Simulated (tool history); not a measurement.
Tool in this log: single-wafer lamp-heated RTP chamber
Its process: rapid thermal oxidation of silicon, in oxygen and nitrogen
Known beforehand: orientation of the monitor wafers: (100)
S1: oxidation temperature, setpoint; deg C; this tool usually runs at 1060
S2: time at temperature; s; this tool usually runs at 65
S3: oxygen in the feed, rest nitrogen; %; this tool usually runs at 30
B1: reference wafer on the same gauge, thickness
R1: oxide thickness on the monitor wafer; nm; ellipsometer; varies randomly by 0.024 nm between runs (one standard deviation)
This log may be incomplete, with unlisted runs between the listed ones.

{"run": 1, "hour": 0.0, "S1": 1060, "S2": 65, "S3": 30, "B1": 5.503, "R1": 6.359}
{"run": 2, "hour": 12.5, "S1": 1060, "S2": 65, "S3": 30, "B1": 5.498, "R1": 6.356}
{"run": 3, "hour": 29.1, "S1": 1060, "S2": 56, "S3": 30, "B1": 5.498, "R1": 5.972}
{"hour": 46.7, "done": "pyrometer window cleaned and pyrometer calibrated"}
{"run": 4, "hour": 47.2, "S1": 1060, "S2": 56, "S3": 30, "B1": 5.497, "R1": 5.688}
{"run": 5, "hour": 55.0, "S1": 1060, "S2": 56, "S3": 30, "B1": 5.489, "R1": 5.687}
{"run": 6, "hour": 66.4, "S1": 1060, "S2": 65, "S3": 30, "B1": 5.498, "R1": 6.042}
{"run": 7, "hour": 81.2, "S1": 1041, "S2": 65, "S3": 17, "B1": 5.506, "R1": 4.405}
{"run": 8, "hour": 97.0, "S1": 1041, "S2": 65, "S3": 17, "B1": 5.491, "R1": 4.44}
{"run": 9, "hour": 107.3, "S1": 1041, "S2": 65, "S3": 17, "B1": 5.496, "R1": 4.45}
{"run": 10, "hour": 124.4, "S1": 1060, "S2": 65, "S3": 30, "B1": 5.495, "R1": 6.042}
{"run": 11, "hour": 142.2, "S1": 1060, "S2": 65, "S3": 30, "B1": 5.497, "R1": 6.052}
{"run": 12, "hour": 156.5, "S1": 1060, "S2": 65, "S3": 30, "B1": 5.494, "R1": 6.049}
{"run": 13, "hour": 167.8, "S1": 1060, "S2": 95, "S3": 17, "B1": 5.502, "R1": 5.877}
{"run": 14, "hour": 185.4, "S1": 1060, "S2": 50, "S3": 17, "B1": 5.504, "R1": 4.477}
{"run": 15, "hour": 199.0, "S1": 1060, "S2": 65, "S3": 30, "B1": 5.491, "R1": 6.06}
{"run": 16, "hour": 209.1, "S1": 1045, "S2": 88, "S3": 17, "B1": 5.499, "R1": 5.172}
{"run": 17, "hour": 224.5, "S1": 1060, "S2": 56, "S3": 59, "B1": 5.496, "R1": 7.18}
{"run": 18, "hour": 239.7, "S1": 1033, "S2": 84, "S3": 59, "B1": 5.502, "R1": 7.137}
{"hour": 247.7, "done": "oxygen flow controller replaced"}
{"run": 19, "hour": 257.6, "S1": 1060, "S2": 79, "S3": 30, "B1": 5.5, "R1": 6.633}
{"run": 20, "hour": 269.5, "S1": 1060, "S2": 65, "S3": 30, "B1": 5.513, "R1": 6.052}
{"hour": 275.5, "done": "gauge calibrated"}
{"run": 21, "hour": 287.0, "S1": 1042, "S2": 42, "S3": 17, "B1": 5.497, "R1": 3.739}
{"run": 22, "hour": 303.0, "S1": 1080, "S2": 52, "S3": 17, "B1": 5.502, "R1": 5.167}
{"run": 23, "hour": 312.1, "S1": 1060, "S2": 65, "S3": 30, "B1": 5.496, "R1": 6.057}
{"run": 24, "hour": 329.8, "S1": 1081, "S2": 65, "S3": 18, "B1": 5.496, "R1": 5.838}
{"run": 25, "hour": 372.3, "S1": 1060, "S2": 65, "S3": 48, "B1": 5.501, "R1": 7.146}
{"run": 26, "hour": 382.1, "S1": 1044, "S2": 95, "S3": 30, "B1": 5.508, "R1": 6.459}
{"run": 27, "hour": 389.8, "S1": 1060, "S2": 65, "S3": 56, "B1": 5.505, "R1": 7.612}
{"run": 28, "hour": 402.1, "S1": 1060, "S2": 65, "S3": 50, "B1": 5.5, "R1": 7.242}
{"run": 29, "hour": 417.2, "S1": 1060, "S2": 93, "S3": 30, "B1": 5.498, "R1": 7.114}
{"run": 30, "hour": 424.7, "S1": 1060, "S2": 65, "S3": 30, "B1": 5.494, "R1": 6.071}
{"run": 31, "hour": 440.8, "S1": 1060, "S2": 38, "S3": 30, "B1": 5.49, "R1": 4.833}
{"run": 32, "hour": 453.1, "S1": 1052, "S2": 65, "S3": 46, "B1": 5.503, "R1": 6.648}
{"run": 33, "hour": 462.9, "S1": 1060, "S2": 81, "S3": 38, "B1": 5.495, "R1": 7.251}
{"run": 34, "hour": 477.4, "S1": 1060, "S2": 46, "S3": 21, "B1": 5.497, "R1": 4.62}
{"run": 35, "hour": 486.7, "S1": 1089, "S2": 65, "S3": 30, "B1": 5.503, "R1": 7.359}
{"run": 36, "hour": 503.9, "S1": 1039, "S2": 92, "S3": 17, "B1": 5.499, "R1": 5.092}
{"run": 37, "hour": 511.5, "S1": 1060, "S2": 65, "S3": 30, "B1": 5.502, "R1": 6.12}

5 ways to go on from here, each from the tool as it stands after run 37. What would each give?
{"run": "A", "hour": 511.9, "S1": 1060, "S2": 65, "S3": 30, "B1": "?", "R1": "?"}
{"run": "B", "hour": 511.9, "S1": 1080, "S2": 65, "S3": 30, "B1": "?", "R1": "?"}
{"run": "C", "hour": 511.9, "S1": 1037, "S2": 82, "S3": 30, "B1": "?", "R1": "?"}
{"run": "D", "hour": 511.9, "S1": 1089, "S2": 48, "S3": 17, "B1": "?", "R1": "?"}
{"run": "E", "hour": 511.9, "S1": 1060, "S2": 65, "S3": 17, "B1": "?", "R1": "?"}

run=A B1=5.508 R1=6.058
run=B B1=5.508 R1=6.903
run=C B1=5.508 R1=5.749
run=D B1=5.508 R1=5.265
run=E B1=5.508 R1=4.990
With the hidden condition removed and each run's random variation left untouched, the same runs would have given:
run=A R1=6.004
run=B R1=6.842
run=C R1=5.696
run=D R1=5.221
run=E R1=4.947
